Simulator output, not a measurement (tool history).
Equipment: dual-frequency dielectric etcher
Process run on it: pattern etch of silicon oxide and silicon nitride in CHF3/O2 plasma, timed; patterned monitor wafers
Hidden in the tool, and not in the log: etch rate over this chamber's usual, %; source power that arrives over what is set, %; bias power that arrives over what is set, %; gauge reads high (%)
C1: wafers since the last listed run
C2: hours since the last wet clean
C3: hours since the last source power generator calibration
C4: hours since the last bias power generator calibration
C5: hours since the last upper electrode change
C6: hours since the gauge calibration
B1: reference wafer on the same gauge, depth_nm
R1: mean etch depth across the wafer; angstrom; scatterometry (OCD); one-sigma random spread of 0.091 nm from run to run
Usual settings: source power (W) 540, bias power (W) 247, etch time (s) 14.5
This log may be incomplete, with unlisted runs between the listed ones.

run 1 hour=0.0 | source_power_(W)=500 bias_power_(W)=247 etch_time_(s)=12.0 | C1=0 C2=447.5 C3=2560.5 C4=3468.6 C5=3188.9 C6=1706.4 | B1=25.68 | R1=189.1
-- hour=103.4 wet clean of the chamber
run 2 hour=288.1 | source_power_(W)=540 bias_power_(W)=247 etch_time_(s)=11.0 | C1=4774 C2=184.7 C3=2848.6 C4=3756.7 C5=3477.0 C6=1994.5 | B1=25.54 | R1=176.3
run 3 hour=386.3 | source_power_(W)=540 bias_power_(W)=247 etch_time_(s)=11.0 | C1=1775 C2=282.9 C3=2946.8 C4=3854.9 C5=3575.2 C6=2092.7 | B1=25.57 | R1=174.6
run 4 hour=438.4 | source_power_(W)=540 bias_power_(W)=234 etch_time_(s)=14.5 | C1=941 C2=335.0 C3=2998.9 C4=3907.0 C5=3627.3 C6=2144.8 | B1=25.54 | R1=228.0
run 5 hour=488.4 | source_power_(W)=540 bias_power_(W)=234 etch_time_(s)=14.5 | C1=903 C2=385.0 C3=3048.9 C4=3957.0 C5=3677.3 C6=2194.8 | B1=25.52 | R1=229.0
run 6 hour=550.0 | source_power_(W)=540 bias_power_(W)=247 etch_time_(s)=14.5 | C1=1113 C2=446.6 C3=3110.5 C4=4018.6 C5=3738.9 C6=2256.4 | B1=25.51 | R1=230.3
run 7 hour=625.6 | source_power_(W)=540 bias_power_(W)=247 etch_time_(s)=14.5 | C1=1366 C2=522.2 C3=3186.1 C4=4094.2 C5=3814.5 C6=2332.0 | B1=25.45 | R1=230.1
-- hour=662.2 wet clean of the chamber
-- hour=714.5 upper electrode replaced
run 8 hour=715.6 | source_power_(W)=540 bias_power_(W)=284 etch_time_(s)=14.5 | C1=759 C2=53.4 C3=3276.1 C4=4184.2 C5=1.1 C6=2422.0 | B1=25.38 | R1=241.2
-- hour=753.7 bias power generator calibrated
-- hour=777.9 gauge calibrated
run 9 hour=812.5 | source_power_(W)=540 bias_power_(W)=214 etch_time_(s)=14.5 | C1=1679 C2=150.3 C3=3373.0 C4=58.8 C5=98.0 C6=34.6 | B1=26.14 | R1=226.3
run 10 hour=919.6 | source_power_(W)=540 bias_power_(W)=214 etch_time_(s)=14.5 | C1=1936 C2=257.4 C3=3480.1 C4=165.9 C5=205.1 C6=141.7 | B1=26.14 | R1=226.4
run 11 hour=1022.1 | source_power_(W)=540 bias_power_(W)=214 etch_time_(s)=14.5 | C1=1852 C2=359.9 C3=3582.6 C4=268.4 C5=307.6 C6=244.2 | B1=26.10 | R1=227.7
run 12 hour=1112.0 | source_power_(W)=540 bias_power_(W)=247 etch_time_(s)=18.5 | C1=1625 C2=449.8 C3=3672.5 C4=358.3 C5=397.5 C6=334.1 | B1=26.05 | R1=303.6
run 13 hour=1217.7 | source_power_(W)=540 bias_power_(W)=247 etch_time_(s)=18.5 | C1=1910 C2=555.5 C3=3778.2 C4=464.0 C5=503.2 C6=439.8 | B1=25.99 | R1=299.9
-- hour=1256.0 wet clean of the chamber
run 14 hour=1259.7 | source_power_(W)=540 bias_power_(W)=247 etch_time_(s)=14.5 | C1=325 C2=3.7 C3=3820.2 C4=506.0 C5=545.2 C6=481.8 | B1=25.96 | R1=236.6
-- hour=1299.6 source power generator calibrated
run 15 hour=1311.2 | source_power_(W)=450 bias_power_(W)=224 etch_time_(s)=13.5 | C1=858 C2=55.2 C3=11.6 C4=557.5 C5=596.7 C6=533.3 | B1=25.97 | R1=206.0
run 16 hour=1355.5 | source_power_(W)=540 bias_power_(W)=247 etch_time_(s)=14.5 | C1=800 C2=99.5 C3=55.9 C4=601.8 C5=641.0 C6=577.6 | B1=25.96 | R1=236.1
run 17 hour=1425.6 | source_power_(W)=590 bias_power_(W)=217 etch_time_(s)=14.5 | C1=1267 C2=169.6 C3=126.0 C4=671.9 C5=711.1 C6=647.7 | B1=25.95 | R1=230.0
run 18 hour=1514.7 | source_power_(W)=620 bias_power_(W)=247 etch_time_(s)=17.0 | C1=1610 C2=258.7 C3=215.1 C4=761.0 C5=800.2 C6=736.8 | B1=25.86 | R1=283.6
run 19 hour=1754.3 | source_power_(W)=540 bias_power_(W)=247 etch_time_(s)=16.0 | C1=4331 C2=498.3 C3=454.7 C4=1000.6 C5=1039.8 C6=976.4 | B1=25.85 | R1=258.9
run 20 hour=1820.3 | source_power_(W)=540 bias_power_(W)=216 etch_time_(s)=17.5 | C1=1193 C2=564.3 C3=520.7 C4=1066.6 C5=1105.8 C6=1042.4 | B1=25.74 | R1=269.5
-- hour=1929.6 wet clean of the chamber
run 21 hour=1930.1 | source_power_(W)=460 bias_power_(W)=214 etch_time_(s)=10.5 | C1=1551 C2=0.5 C3=630.5 C4=1176.4 C5=1215.6 C6=1152.2 | B1=25.72 | R1=157.9
run 22 hour=2026.3 | source_power_(W)=430 bias_power_(W)=297 etch_time_(s)=17.5 | C1=1739 C2=96.7 C3=726.7 C4=1272.6 C5=1311.8 C6=1248.4 | B1=25.69 | R1=284.7
run 23 hour=2064.2 | source_power_(W)=540 bias_power_(W)=220 etch_time_(s)=18.5 | C1=685 C2=134.6 C3=764.6 C4=1310.5 C5=1349.7 C6=1286.3 | B1=25.68 | R1=289.7

Branching from run 23: 5 alternative next runs. What would each branch give?
run A hour=2064.6 | source_power_(W)=540 bias_power_(W)=247 etch_time_(s)=14.5 | C1=7 C2=135.0 C3=765.0 C4=1310.9 C5=1350.1 C6=1286.7 | B1=? | R1=?
run B hour=2064.6 | source_power_(W)=470 bias_power_(W)=196 etch_time_(s)=18.5 | C1=7 C2=135.0 C3=765.0 C4=1310.9 C5=1350.1 C6=1286.7 | B1=? | R1=?
run C hour=2064.6 | source_power_(W)=540 bias_power_(W)=247 etch_time_(s)=12.0 | C1=7 C2=135.0 C3=765.0 C4=1310.9 C5=1350.1 C6=1286.7 | B1=? | R1=?
run D hour=2064.6 | source_power_(W)=540 bias_power_(W)=191 etch_time_(s)=18.5 | C1=7 C2=135.0 C3=765.0 C4=1310.9 C5=1350.1 C6=1286.7 | B1=? | R1=?
run E hour=2064.6 | source_power_(W)=440 bias_power_(W)=302 etch_time_(s)=18.5 | C1=7 C2=135.0 C3=765.0 C4=1310.9 C5=1350.1 C6=1286.7 | B1=? | R1=?

run=A B1=25.68 R1=231.9
run=B B1=25.68 R1=269.2
run=C B1=25.68 R1=191.9
run=D B1=25.68 R1=275.0
run=E B1=25.68 R1=302.1
Had the tool no hidden state, the same runs would have come out as:
run=A R1=237.5
run=B R1=275.7
run=C R1=196.5
run=D R1=281.6
run=E R1=309.4
